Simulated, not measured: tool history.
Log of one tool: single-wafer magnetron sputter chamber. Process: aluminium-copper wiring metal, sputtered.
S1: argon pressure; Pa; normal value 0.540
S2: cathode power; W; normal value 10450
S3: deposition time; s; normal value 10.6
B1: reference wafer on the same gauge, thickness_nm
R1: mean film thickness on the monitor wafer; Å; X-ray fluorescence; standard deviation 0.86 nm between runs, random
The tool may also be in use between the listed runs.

run    hour     S1     S2    S3       B1       R1
  1     0.0  0.540  10450   9.5  156.893  1650.89
  2    19.1  0.540  10450  10.6  156.921  1827.33
  3    87.8  0.540  10450  10.6  156.948  1823.61
  4   151.2  0.458  10450   9.0  157.093  1571.67
  5   179.1  0.466  10450  10.6  157.179  1848.03
  6   210.5  0.466  10450  10.6  156.912  1853.18
  7   264.9  0.466  10450  10.6  156.903  1842.43
      313.8  -- gauge calibrated
  8   334.1  0.540  10450  10.6  156.998  1792.14
  9   370.8  0.394  10450  10.6  156.894  1901.73
      404.0  -- sputter target and shields replaced
 10   423.9  0.394  10450  10.6  157.044  1940.68
 11   491.1  0.540  10450  11.7  157.083  2008.10
 12   551.8  0.540  10450  11.7  157.045  1984.10
 13   592.3  0.540   8400  10.6  157.236  1456.85
 14   643.0  0.732  11800  10.6  156.960  1902.97
      651.6  -- capacitance manometer re-zeroed and calibrated
 15   680.7  0.540  10450  10.6  157.089  1800.42
 16   745.9  0.540  10450  11.9  157.068  2007.73
 17   799.8  0.644  10450  11.8  156.888  1913.98
 18   847.6  0.540   9000  12.6  157.080  1838.75
      870.9  -- sputter target and shields replaced
 19   886.0  0.540  10450  10.6  157.067  1838.87
      921.5  -- magnet pack replaced
 20   932.5  0.540  10450  12.3  156.977  2117.55
 21   984.0  0.652   7950  12.0  157.159  1498.74
 22  1041.0  0.540  10450  10.6  157.095  1802.07
 23  1111.9  0.732  11800  10.6  157.286  1911.75
 24  1180.2  0.540  10450  11.3  156.992  1917.52
 25  1221.5  0.540  11150  10.6  156.768  1918.87
 26  1255.1  0.540  10450  11.2  157.273  1896.82
 27  1323.3  0.540  10450  10.6  156.864  1803.64
     1336.3  -- sputter target and shields replaced
 28  1383.1  0.404  10450   9.0  156.907  1629.26
 29  1410.2  0.357  12100  10.6  156.913  2252.55
     1462.9  -- gauge calibrated
 30  1470.0  0.712  12600   9.3  156.795  1801.50
 31  1613.1  0.676   8050  12.2  156.904  1531.38
 32  1657.8  0.631   7900   9.1  156.662  1136.01
 33  1683.7  0.359  11750   9.9  157.192  2006.12

Give the tool's hidden conditions for every run:
true argon pressure above the setpoint (%): 0 at every run
gauge reads high (%): 0 at every run
H1: deposition rate above that of a new target (%)
run      H1
  1  -0.251
  2   -0.61
  3   -1.56
  4   -2.12
  5   -2.29
  6   -2.45
  7   -2.66
  8   -2.83
  9   -2.89
 10  -0.578
 11   -1.52
 12   -2.05
 13   -2.31
 14   -2.53
 15   -2.66
 16   -2.81
 17   -2.89
 18   -2.94
 19  -0.534
 20   -1.25
 21   -1.82
 22   -2.24
 23   -2.58
 24   -2.78
 25   -2.86
 26   -2.92
 27   -2.99
 28  -0.928
 29   -1.29
 30   -1.87
 31   -2.58
 32   -2.69
 33   -2.74
